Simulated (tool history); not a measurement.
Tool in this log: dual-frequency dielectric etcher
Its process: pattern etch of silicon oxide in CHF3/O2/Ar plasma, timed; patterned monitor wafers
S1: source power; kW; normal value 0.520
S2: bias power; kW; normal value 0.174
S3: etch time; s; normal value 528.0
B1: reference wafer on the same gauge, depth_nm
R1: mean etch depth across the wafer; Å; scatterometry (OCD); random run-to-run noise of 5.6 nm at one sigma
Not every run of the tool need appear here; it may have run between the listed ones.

run    hour     S1     S2     S3     B1     R1
  1     0.0  0.520  0.174  528.0  814.4   9301
  2    55.2  0.450  0.174  528.0  814.1   8934
  3   128.9  0.450  0.174  528.0  813.2   9031
      185.7  -- wet clean of the chamber
  4   186.1  0.520  0.174  528.0  816.7   9215
  5   246.8  0.520  0.139  528.0  814.8   8153
  6   317.3  0.520  0.139  528.0  814.9   8180
  7   356.8  0.520  0.158  528.0  815.3   8749
  8   384.8  0.560  0.174  528.0  814.0   9440
  9   428.4  0.520  0.174  528.0  815.7   9213
 10   493.5  0.520  0.174  528.0  812.2   9188
 11   542.6  0.520  0.137  528.0  816.3   8170
 12   607.4  0.590  0.174  528.0  815.1   9489
      632.1  -- upper electrode replaced
      710.0  -- wet clean of the chamber
 13   779.7  0.640  0.200  613.0  817.0  11915
      825.4  -- bias power generator calibrated
 14   848.3  0.470  0.174  528.0  814.2   9178
 15   903.9  0.520  0.174  528.0  813.5   9450
 16   956.2  0.520  0.174  528.0  815.6   9435
 17  1015.4  0.440  0.193  683.0  815.4  12405
 18  1046.6  0.520  0.174  528.0  813.7   9401
 19  1092.6  0.410  0.189  632.0  814.5  11151
     1136.5  -- source power generator calibrated
 20  1148.3  0.520  0.215  651.0  814.8  12780
 21  1185.8  0.570  0.196  419.0  814.6   8025
 22  1257.8  0.520  0.174  453.5  813.7   8074
     1341.6  -- wet clean of the chamber
 23  1342.1  0.520  0.174  528.0  813.5   9450
 24  1361.2  0.560  0.132  380.0  815.6   5883
 25  1426.5  0.520  0.197  590.0  813.5  11170
 26  1471.6  0.600  0.174  528.0  814.0   9728
 27  1522.8  0.600  0.133  680.0  814.2  10720
 28  1565.3  0.560  0.198  476.0  813.3   9282
 29  1615.4  0.520  0.174  570.0  817.6  10185
 30  1679.5  0.650  0.174  601.0  817.2  11311

How would selected steps in R1 from run to run divide? Give the signed amount a tool lacking its hidden state would still show from settings, what came in and random variation, and the signed amount left for the hidden state, including any gauge scatter that is not in both of the compared results.
Hidden conditions of the tool in this case: etch rate over this chamber's usual, %; source power that arrives over what is set, %; bias power that arrives over what is set, %; gauge reads high (%).
Run 11 -> 12: S1 0.520 -> 0.590, S2 0.137 -> 0.174. R1 +1319 Å: hidden state -63, all else +1382.
Run 12 -> 13: S1 0.590 -> 0.640, S2 0.174 -> 0.200, S3 528.0 -> 613.0, upper electrode replaced, wet clean of the chamber. R1 +2426 Å: hidden state -126, all else +2552.
Run 13 -> 14: S1 0.640 -> 0.470, S2 0.200 -> 0.174, S3 613.0 -> 528.0, bias power generator calibrated. R1 -2737 Å: hidden state +348, all else -3085.
Run 20 -> 21: S1 0.520 -> 0.570, S2 0.215 -> 0.196, S3 651.0 -> 419.0. R1 -4755 Å: hidden state +14, all else -4769.
Run 23 -> 24: S1 0.520 -> 0.560, S2 0.174 -> 0.132, S3 528.0 -> 380.0. R1 -3567 Å: hidden state +15, all else -3582.
Run 24 -> 25: S1 0.560 -> 0.520, S2 0.132 -> 0.197, S3 380.0 -> 590.0. R1 +5287 Å: hidden state -27, all else +5314.
